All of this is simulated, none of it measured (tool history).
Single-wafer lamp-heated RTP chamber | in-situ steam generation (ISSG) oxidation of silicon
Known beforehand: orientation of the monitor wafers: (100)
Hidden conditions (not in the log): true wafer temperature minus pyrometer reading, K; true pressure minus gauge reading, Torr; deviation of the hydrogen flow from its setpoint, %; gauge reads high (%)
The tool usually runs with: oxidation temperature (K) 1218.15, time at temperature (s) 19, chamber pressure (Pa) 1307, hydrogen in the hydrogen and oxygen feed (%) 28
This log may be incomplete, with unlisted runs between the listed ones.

| run | hour | oxidation temperature (K) | time at temperature (s) | chamber pressure (Pa) | hydrogen in the hydrogen and oxygen feed (%) | wafers since the last listed run | wafers since the last pyrometer calibration | hours since the pressure gauge was zeroed | hours since the hydrogen flow controller was replaced | hours since the gauge calibration | read-back reference wafer on the same gauge, thickness | oxide thickness on the monitor wafer (nm) |
|---|---|---|---|---|---|---|---|---|---|---|---|---|
| 1 | 0.0 | 1218.15 | 19 | 1307 | 28 | 0 | 909 | 4341.6 | 3421.3 | 158.0 | 3.499 | 4.285 |
| 2 | 28.0 | 1218.15 | 19 | 1307 | 28 | 215 | 1125 | 4369.6 | 3449.3 | 186.0 | 3.499 | 4.289 |
| 3 | 55.4 | 1218.15 | 19 | 1307 | 28 | 211 | 1336 | 4397.0 | 3476.7 | 213.4 | 3.502 | 4.309 |
| 4 | 79.1 | 1218.15 | 19 | 1307 | 28 | 182 | 1518 | 4420.7 | 3500.4 | 237.1 | 3.498 | 4.329 |
| 5 | 100.2 | 1218.15 | 19 | 1307 | 28 | 162 | 1681 | 4441.8 | 3521.5 | 258.2 | 3.500 | 4.339 |
| 6 | 121.3 | 1218.15 | 19 | 1307 | 28 | 162 | 1844 | 4462.9 | 3542.6 | 279.3 | 3.499 | 4.322 |
|  | 202.0 | gauge calibrated |
| 7 | 217.9 | 1218.15 | 19 | 1307 | 28 | 744 | 2589 | 4559.5 | 3639.2 | 15.9 | 3.501 | 4.345 |
|  | 237.5 | pressure gauge zeroed |
| 8 | 293.5 | 1218.15 | 19 | 1307 | 28 | 521 | 3110 | 56.0 | 3714.8 | 91.5 | 3.501 | 4.359 |
| 9 | 324.4 | 1218.15 | 12 | 1307 | 28 | 238 | 3348 | 86.9 | 3745.7 | 122.4 | 3.500 | 3.657 |
| 10 | 344.2 | 1218.15 | 19 | 1307 | 28 | 152 | 3501 | 106.7 | 3765.5 | 142.2 | 3.500 | 4.376 |
| 11 | 372.6 | 1218.15 | 19 | 1307 | 23 | 218 | 3719 | 135.1 | 3793.9 | 170.6 | 3.502 | 4.197 |
| 12 | 395.5 | 1218.15 | 19 | 1227 | 28 | 176 | 3896 | 158.0 | 3816.8 | 193.5 | 3.497 | 4.455 |
|  | 419.4 | pyrometer window cleaned and pyrometer calibrated |
|  | 470.2 | hydrogen flow controller replaced |
| 13 | 484.3 | 1223.15 | 14 | 1307 | 32 | 561 | 438 | 246.8 | 14.1 | 282.3 | 3.499 | 3.952 |
| 14 | 517.5 | 1218.15 | 26 | 1307 | 20 | 255 | 694 | 280.0 | 47.3 | 315.5 | 3.500 | 4.551 |
| 15 | 553.5 | 1210.15 | 15 | 1360 | 32 | 277 | 972 | 316.0 | 83.3 | 351.5 | 3.500 | 3.928 |
| 16 | 588.5 | 1218.15 | 19 | 1307 | 28 | 269 | 1242 | 351.0 | 118.3 | 386.5 | 3.499 | 4.288 |
| 17 | 603.0 | 1218.15 | 19 | 1307 | 28 | 111 | 1353 | 365.5 | 132.8 | 401.0 | 3.499 | 4.292 |

Hidden state at the last listed run before each entry between runs and at the first one after, where it differs:
After run 6, before run 7: gauge calibrated (hour 202.0)
  true wafer temperature minus pyrometer reading, K: 5.75 -> 7.69
  difference, measured minus the result without the unlogged condition, oxide thickness on the monitor wafer (nm): +0.071 -> +0.097
After run 7, before run 8: pressure gauge zeroed (hour 237.5)
  true wafer temperature minus pyrometer reading, K: 7.69 -> 9.2
  difference, measured minus the result without the unlogged condition, oxide thickness on the monitor wafer (nm): +0.097 -> +0.116
After run 12, before run 13: pyrometer window cleaned and pyrometer calibrated (hour 419.4); hydrogen flow controller replaced (hour 470.2)
  true wafer temperature minus pyrometer reading, K: 11.2 -> 1.55
  difference, measured minus the result without the unlogged condition, oxide thickness on the monitor wafer (nm): +0.146 -> +0.016
